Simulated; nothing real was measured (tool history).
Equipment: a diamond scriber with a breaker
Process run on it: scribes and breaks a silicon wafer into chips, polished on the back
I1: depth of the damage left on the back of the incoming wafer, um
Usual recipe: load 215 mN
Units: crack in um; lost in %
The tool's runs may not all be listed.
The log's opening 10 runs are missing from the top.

run 11 hour=115.9 | load=248 | I1=0.05 | crack=8.54 lost=2.29
run 12 hour=124.6 | load=215 | I1=0.03 | crack=7.97 lost=4.64
run 13 hour=133.9 | load=215 | I1=0.04 | crack=7.71 lost=4.75
run 14 hour=148.0 | load=215 | I1=0.01 | crack=7.87 lost=5.22
-- hour=161.3 diamond tip replaced by a new one
run 15 hour=162.1 | load=215 | I1=0.03 | crack=9.60 lost=0.92
run 16 hour=169.8 | load=215 | I1=0.01 | crack=9.46 lost=0.92
run 17 hour=184.0 | load=215 | I1=0.02 | crack=9.48 lost=0.91
run 18 hour=194.9 | load=162 | I1=0.04 | crack=8.26 lost=3.32
run 19 hour=207.8 | load=242 | I1=0.03 | crack=10.29 lost=1.38

Run 20 is up next; what results do you expect?
run 20 hour=216.6 | load=264 | I1=0.04 | crack=? lost=?

crack: 10.90 um
lost: 2.15 %
With the hidden condition absent and the run-to-run variation left alone, this run would have shown crack 10.94 um, lost 2.23 %.
